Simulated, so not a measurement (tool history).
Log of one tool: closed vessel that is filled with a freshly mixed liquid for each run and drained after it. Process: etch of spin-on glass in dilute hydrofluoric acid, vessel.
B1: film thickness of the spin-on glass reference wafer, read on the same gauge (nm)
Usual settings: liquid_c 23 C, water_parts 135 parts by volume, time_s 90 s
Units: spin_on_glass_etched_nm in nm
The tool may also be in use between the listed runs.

{"run": 1, "hour": 0.0, "liquid_c": 23, "water_parts": 135, "time_s": 90, "B1": 119.99, "spin_on_glass_etched_nm": 28.86}
{"run": 2, "hour": 31.7, "liquid_c": 23, "water_parts": 135, "time_s": 90, "B1": 120.04, "spin_on_glass_etched_nm": 28.85}
{"hour": 93.2, "done": "hydrofluoric acid flow meter replaced"}
{"run": 3, "hour": 124.2, "liquid_c": 23, "water_parts": 135, "time_s": 90, "B1": 120.02, "spin_on_glass_etched_nm": 29.26}
{"run": 4, "hour": 154.3, "liquid_c": 23, "water_parts": 135, "time_s": 90, "B1": 120, "spin_on_glass_etched_nm": 29.3}
{"run": 5, "hour": 248.1, "liquid_c": 23, "water_parts": 135, "time_s": 90, "B1": 120.02, "spin_on_glass_etched_nm": 29.26}
{"run": 6, "hour": 267.4, "liquid_c": 23, "water_parts": 135, "time_s": 90, "B1": 120.02, "spin_on_glass_etched_nm": 29.18}
{"hour": 284.9, "done": "thermometer replaced"}
{"run": 7, "hour": 302.3, "liquid_c": 23, "water_parts": 135, "time_s": 105, "B1": 119.96, "spin_on_glass_etched_nm": 34.05}
{"run": 8, "hour": 333.9, "liquid_c": 23, "water_parts": 135, "time_s": 90, "B1": 119.99, "spin_on_glass_etched_nm": 29}
{"run": 9, "hour": 348.0, "liquid_c": 23, "water_parts": 135, "time_s": 90, "B1": 119.99, "spin_on_glass_etched_nm": 29}
{"run": 10, "hour": 371.6, "liquid_c": 23, "water_parts": 135, "time_s": 75, "B1": 120.02, "spin_on_glass_etched_nm": 24.18}
{"run": 11, "hour": 386.4, "liquid_c": 23, "water_parts": 135, "time_s": 90, "B1": 120.03, "spin_on_glass_etched_nm": 28.99}
{"run": 12, "hour": 403.7, "liquid_c": 23, "water_parts": 135, "time_s": 90, "B1": 119.98, "spin_on_glass_etched_nm": 28.91}
{"hour": 403.8, "done": "gauge calibrated"}
{"run": 13, "hour": 425.6, "liquid_c": 23, "water_parts": 135, "time_s": 90, "B1": 119.99, "spin_on_glass_etched_nm": 28.99}
{"run": 14, "hour": 440.2, "liquid_c": 23, "water_parts": 135, "time_s": 90, "B1": 119.99, "spin_on_glass_etched_nm": 28.88}
{"run": 15, "hour": 460.5, "liquid_c": 23, "water_parts": 70, "time_s": 90, "B1": 119.98, "spin_on_glass_etched_nm": 60.46}
{"run": 16, "hour": 486.2, "liquid_c": 25.5, "water_parts": 170, "time_s": 130, "B1": 120.02, "spin_on_glass_etched_nm": 35}
{"run": 17, "hour": 592.6, "liquid_c": 19, "water_parts": 105, "time_s": 90, "B1": 120.01, "spin_on_glass_etched_nm": 32.45}
{"hour": 616.6, "done": "hydrofluoric acid flow meter replaced"}
{"run": 18, "hour": 617.1, "liquid_c": 23, "water_parts": 165, "time_s": 145, "B1": 120, "spin_on_glass_etched_nm": 37.47}
{"run": 19, "hour": 630.2, "liquid_c": 19, "water_parts": 135, "time_s": 90, "B1": 120.02, "spin_on_glass_etched_nm": 24.98}
{"run": 20, "hour": 661.0, "liquid_c": 23, "water_parts": 135, "time_s": 90, "B1": 119.96, "spin_on_glass_etched_nm": 29.43}
{"run": 21, "hour": 692.2, "liquid_c": 19, "water_parts": 100, "time_s": 45, "B1": 120.01, "spin_on_glass_etched_nm": 17.47}
{"run": 22, "hour": 706.0, "liquid_c": 23, "water_parts": 195, "time_s": 90, "B1": 120, "spin_on_glass_etched_nm": 18.97}
{"run": 23, "hour": 728.6, "liquid_c": 20, "water_parts": 70, "time_s": 140, "B1": 120, "spin_on_glass_etched_nm": 83.53}
{"run": 24, "hour": 759.7, "liquid_c": 23, "water_parts": 135, "time_s": 90, "B1": 119.96, "spin_on_glass_etched_nm": 29.34}
{"run": 25, "hour": 783.9, "liquid_c": 18, "water_parts": 135, "time_s": 65, "B1": 119.97, "spin_on_glass_etched_nm": 17.18}
{"run": 26, "hour": 797.3, "liquid_c": 23, "water_parts": 180, "time_s": 45, "B1": 119.99, "spin_on_glass_etched_nm": 10.39}
{"run": 27, "hour": 820.1, "liquid_c": 23, "water_parts": 135, "time_s": 90, "B1": 120, "spin_on_glass_etched_nm": 29.32}
{"run": 28, "hour": 926.2, "liquid_c": 24.5, "water_parts": 135, "time_s": 65, "B1": 120.03, "spin_on_glass_etched_nm": 22.18}
{"run": 29, "hour": 969.8, "liquid_c": 23, "water_parts": 135, "time_s": 140, "B1": 120, "spin_on_glass_etched_nm": 44.8}
{"run": 30, "hour": 1002.8, "liquid_c": 23, "water_parts": 135, "time_s": 90, "B1": 120.03, "spin_on_glass_etched_nm": 29.03}
{"run": 31, "hour": 1025.0, "liquid_c": 23, "water_parts": 170, "time_s": 90, "B1": 120.02, "spin_on_glass_etched_nm": 22.14}
{"hour": 1039.1, "done": "thermometer replaced"}
{"run": 32, "hour": 1055.3, "liquid_c": 23, "water_parts": 135, "time_s": 90, "B1": 120.05, "spin_on_glass_etched_nm": 28.92}
{"run": 33, "hour": 1068.6, "liquid_c": 23, "water_parts": 135, "time_s": 90, "B1": 119.95, "spin_on_glass_etched_nm": 28.88}

Measured less the same run without the tool's hidden state. The same run-to-run variation is in both; the gauge's scatter may not be:
The hidden state here: liquid colder than its thermometer reads (K); hydrofluoric acid flow below the setpoint (%); gauge reads high (%).
run=1 spin_on_glass_etched_nm=-0.54
run=2 spin_on_glass_etched_nm=-0.57
run=3 spin_on_glass_etched_nm=-0.07
run=4 spin_on_glass_etched_nm=-0.11
run=5 spin_on_glass_etched_nm=-0.22
run=6 spin_on_glass_etched_nm=-0.24
run=7 spin_on_glass_etched_nm=-0.33
run=8 spin_on_glass_etched_nm=-0.32
run=9 spin_on_glass_etched_nm=-0.33
run=10 spin_on_glass_etched_nm=-0.3
run=11 spin_on_glass_etched_nm=-0.38
run=12 spin_on_glass_etched_nm=-0.39
run=13 spin_on_glass_etched_nm=-0.42
run=14 spin_on_glass_etched_nm=-0.44
run=15 spin_on_glass_etched_nm=-0.9
run=16 spin_on_glass_etched_nm=-0.62
run=17 spin_on_glass_etched_nm=-0.66
run=18 spin_on_glass_etched_nm=-0.01
run=19 spin_on_glass_etched_nm=-0.02
run=20 spin_on_glass_etched_nm=-0.05
run=21 spin_on_glass_etched_nm=-0.05
run=22 spin_on_glass_etched_nm=-0.07
run=23 spin_on_glass_etched_nm=-0.36
run=24 spin_on_glass_etched_nm=-0.17
run=25 spin_on_glass_etched_nm=-0.11
run=26 spin_on_glass_etched_nm=-0.08
run=27 spin_on_glass_etched_nm=-0.24
run=28 spin_on_glass_etched_nm=-0.27
run=29 spin_on_glass_etched_nm=-0.63
run=30 spin_on_glass_etched_nm=-0.45
run=31 spin_on_glass_etched_nm=-0.36
run=32 spin_on_glass_etched_nm=-0.51
run=33 spin_on_glass_etched_nm=-0.52
